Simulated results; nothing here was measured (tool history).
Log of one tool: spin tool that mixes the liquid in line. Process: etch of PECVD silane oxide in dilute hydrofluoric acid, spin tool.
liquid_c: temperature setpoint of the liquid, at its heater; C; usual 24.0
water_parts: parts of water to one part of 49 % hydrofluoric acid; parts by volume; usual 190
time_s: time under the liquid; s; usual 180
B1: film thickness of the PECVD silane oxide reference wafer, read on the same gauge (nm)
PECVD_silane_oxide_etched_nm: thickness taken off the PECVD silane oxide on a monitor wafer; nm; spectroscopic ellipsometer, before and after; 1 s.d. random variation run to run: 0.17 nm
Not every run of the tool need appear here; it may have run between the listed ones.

Run 1, hour 0.0: usual settings but liquid_c 25.5 C; B1 69.99. Result: PECVD_silane_oxide_etched_nm 23.29 nm.
Run 2, hour 30.7: usual settings but liquid_c 25.5 C; B1 69.99. Result: PECVD_silane_oxide_etched_nm 22.99 nm.
Run 3, hour 47.4: usual settings but liquid_c 25.5 C; B1 70.04. Result: PECVD_silane_oxide_etched_nm 22.92 nm.
Run 4, hour 59.8: usual settings; B1 70.07. Result: PECVD_silane_oxide_etched_nm 22.13 nm.
Run 5, hour 73.2: usual settings; B1 69.98. Result: PECVD_silane_oxide_etched_nm 21.81 nm.
Run 6, hour 85.2: usual settings; B1 69.99. Result: PECVD_silane_oxide_etched_nm 21.68 nm.
Run 7, hour 100.3: usual settings; B1 69.96. Result: PECVD_silane_oxide_etched_nm 21.95 nm.
At hour 108.5: thermometer replaced.
Run 8, hour 111.1: usual settings; B1 69.97. Result: PECVD_silane_oxide_etched_nm 22.04 nm.
At hour 125.9: hydrofluoric acid flow meter replaced.
At hour 126.0: gauge calibrated.
Run 9, hour 126.2: usual settings but liquid_c 27.5 C, water_parts 155 parts by volume, time_s 265 s; B1 70.01. Result: PECVD_silane_oxide_etched_nm 46.55 nm.
Run 10, hour 137.0: usual settings; B1 69.97. Result: PECVD_silane_oxide_etched_nm 22.05 nm.
Run 11, hour 152.7: usual settings but water_parts 135 parts by volume, time_s 125 s; B1 70.00. Result: PECVD_silane_oxide_etched_nm 23.04 nm.
Run 12, hour 171.7: usual settings but water_parts 240 parts by volume; B1 69.99. Result: PECVD_silane_oxide_etched_nm 16.49 nm.
Run 13, hour 178.4: usual settings; B1 69.96. Result: PECVD_silane_oxide_etched_nm 21.95 nm.
Run 14, hour 186.8: usual settings but time_s 250 s; B1 69.99. Result: PECVD_silane_oxide_etched_nm 30.54 nm.
Run 15, hour 197.9: usual settings; B1 69.98. Result: PECVD_silane_oxide_etched_nm 21.66 nm.
Run 16, hour 204.7: usual settings but water_parts 275 parts by volume, time_s 215 s; B1 70.03. Result: PECVD_silane_oxide_etched_nm 16.57 nm.
Run 17, hour 216.3: usual settings but liquid_c 20.5 C, water_parts 220 parts by volume, time_s 285 s; B1 69.97. Result: PECVD_silane_oxide_etched_nm 25.69 nm.

5 options for the next run, each taken on its own from the tool as it stands now. Forecast them:
Run A, hour 216.8: usual settings; B1 ?. Result: PECVD_silane_oxide_etched_nm ?.
Run B, hour 216.8: usual settings but liquid_c 20.0 C, time_s 210 s; B1 ?. Result: PECVD_silane_oxide_etched_nm ?.
Run C, hour 216.8: usual settings but liquid_c 21.0 C; B1 ?. Result: PECVD_silane_oxide_etched_nm ?.
Run D, hour 216.8: usual settings but liquid_c 21.5 C, water_parts 165 parts by volume, time_s 215 s; B1 ?. Result: PECVD_silane_oxide_etched_nm ?.
Run E, hour 216.8: usual settings but water_parts 275 parts by volume; B1 ?. Result: PECVD_silane_oxide_etched_nm ?.

run     B1  PECVD_silane_oxide_etched_nm
  A  69.99                         21.78
  B  69.99                         21.82
  C  69.99                         19.44
  D  69.99                         27.98
  E  69.99                         13.77
With the hidden condition removed and each run's random variation left untouched, the same runs would have given:
run  PECVD_silane_oxide_etched_nm
  A                         21.78
  B                         21.82
  C                         19.44
  D                         27.98
  E                         13.77
